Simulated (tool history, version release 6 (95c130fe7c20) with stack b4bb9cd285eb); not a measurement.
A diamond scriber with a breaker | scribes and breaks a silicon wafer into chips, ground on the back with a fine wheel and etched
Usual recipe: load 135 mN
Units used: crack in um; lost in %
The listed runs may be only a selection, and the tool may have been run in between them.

run     day  load  incoming depth of the damage left on the back of the incoming wafer, um  crack   lost
  1       0   148                                                                     0.78    9.4   2.54
  2   0.617   155                                                                     0.53   9.64    1.9
  3   1.271   155                                                                     0.78   9.35   2.06
  4   1.604   155                                                                     0.75   9.37   2.05
  5   2.058   135                                                                     0.37   8.84   5.76
  6   2.492   120                                                                     0.73   8.14  12.01
  7   3.133   135                                                                     0.32   8.61   6.38
  8   3.408   135                                                                     0.79   8.81   6.23
  9   4.012   135                                                                     0.44   8.65   6.84
 10   4.462   135                                                                     0.31   8.14    6.6
 11   4.821   111                                                                     0.63    7.7  17.44
 12   6.667   111                                                                     0.78   7.38   19.8
 13   7.096   116                                                                     0.64   7.61  17.39
 14   7.429   116                                                                     0.42   7.54  17.13
 15       8   116                                                                     0.42   7.57  17.34
 16   8.312   164                                                                     0.74   9.32    2.1
 17   8.567   164                                                                     0.47   9.36   2.15
 18   9.308   164                                                                     0.53    9.4   2.46
 19   9.596   118                                                                     0.32   7.76  17.92
 20  11.025   109                                                                     0.48   7.06  25.85
     11.208  -- diamond tip replaced by a new one, of another model than before
 21    11.3   165                                                                     0.79  11.21   7.98
 22  11.604   135                                                                     0.78   9.78   1.78
 23  11.971   135                                                                      0.3   9.64   1.76
 24  12.438   135                                                                     0.45   9.64   1.85
 25  13.171   108                                                                     0.42   7.92  11.77
     14.212  -- load on the tip recalibrated
 26   14.55   156                                                                     0.49  10.98   4.41
 27   14.95   121                                                                     0.56   8.51   5.87
 28  15.396   100                                                                     0.45   7.29  22.95
 29  16.075   172                                                                     0.68  11.78   8.48
 30  16.696   135                                                                      0.4   9.36   2.18
 31  17.383   166                                                                     0.37  11.09   6.14
 32   17.75   135                                                                     0.47   9.53   2.32
 33  18.079   145                                                                      0.7  10.02   1.78
 34    18.7   154                                                                     0.67  10.57   2.74
 35  20.238   135                                                                     0.69   9.12   2.61
 36  20.762    98                                                                     0.54   6.99  29.36
 37    21.2   162                                                                     0.78   10.4   3.84
 38  21.929   151                                                                     0.58  10.08   1.94
 39  22.521   135                                                                     0.74   8.97      3

Alternative continuations, all from the tool just after run 39; predict every row:
  A  22.542   135                                                                     0.41      ?     ?
  B  22.542   150                                                                     0.41      ?     ?
  C  22.542    95                                                                     0.41      ?     ?

run  crack   lost
  A   9.14   3.07
  B   9.94   1.84
  C   6.79  33.43
Stripped of hidden state, with their random variation kept, the same runs would have yielded:
run  crack   lost
  A   9.78   1.76
  B  10.64   3.77
  C   7.26  24.09
